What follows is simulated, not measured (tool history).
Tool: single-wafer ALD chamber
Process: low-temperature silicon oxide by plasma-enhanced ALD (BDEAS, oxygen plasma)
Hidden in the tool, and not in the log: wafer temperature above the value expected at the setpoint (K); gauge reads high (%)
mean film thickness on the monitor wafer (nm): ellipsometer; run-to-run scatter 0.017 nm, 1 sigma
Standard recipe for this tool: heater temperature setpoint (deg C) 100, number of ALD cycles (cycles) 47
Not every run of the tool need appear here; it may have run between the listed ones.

| run | day | heater temperature setpoint (deg C) | number of ALD cycles (cycles) | wafers since the last listed run | hours since the last thermocouple change | hours since the gauge calibration | read-back reference wafer on the same gauge, thickness_nm | mean film thickness on the monitor wafer (nm) |
|---|---|---|---|---|---|---|---|---|
| 1 | 0.000 | 100 | 54 | 0 | 1934.6 | 121.4 | 6.172 | 7.708 |
| 2 | 1.425 | 100 | 54 | 183 | 1968.8 | 155.6 | 6.167 | 7.676 |
| 3 | 2.042 | 100 | 47 | 79 | 1983.6 | 170.4 | 6.171 | 6.687 |
| 4 | 2.896 | 100 | 47 | 110 | 2004.1 | 190.9 | 6.170 | 6.682 |
| 5 | 3.571 | 100 | 47 | 86 | 2020.3 | 207.1 | 6.170 | 6.663 |
| 6 | 4.400 | 100 | 47 | 106 | 2040.2 | 227.0 | 6.170 | 6.675 |
| 7 | 5.600 | 100 | 51 | 154 | 2069.0 | 255.8 | 6.168 | 7.271 |
| 8 | 6.417 | 100 | 51 | 105 | 2088.6 | 275.4 | 6.171 | 7.288 |
| 9 | 7.112 | 100 | 51 | 89 | 2105.3 | 292.1 | 6.168 | 7.260 |
|  | 8.058 | thermocouple changed; heater temperature recalibrated |
| 10 | 8.175 | 100 | 47 | 93 | 2.8 | 317.6 | 6.168 | 6.723 |
| 11 | 8.742 | 100 | 47 | 73 | 16.4 | 331.2 | 6.167 | 6.684 |
| 12 | 9.617 | 100 | 47 | 112 | 37.4 | 352.2 | 6.172 | 6.686 |
| 13 | 10.442 | 100 | 47 | 106 | 57.2 | 372.0 | 6.169 | 6.688 |
| 14 | 11.342 | 100 | 47 | 115 | 78.8 | 393.6 | 6.170 | 6.698 |
| 15 | 11.938 | 92 | 54 | 76 | 93.1 | 407.9 | 6.170 | 7.846 |
| 16 | 12.583 | 100 | 44 | 83 | 108.6 | 423.4 | 6.171 | 6.232 |
| 17 | 13.454 | 111 | 47 | 112 | 129.5 | 444.3 | 6.171 | 6.547 |

Estimate the outcome of run 18 from the log above:
| 18 | 14.038 | 92 | 47 | 75 | 143.5 | 458.3 | ? | ? |

read-back reference wafer on the same gauge, thickness_nm: 6.169
mean film thickness on the monitor wafer (nm): 6.850
The same run, on a tool lacking any hidden state, would have yielded mean film thickness on the monitor wafer (nm) 6.850.
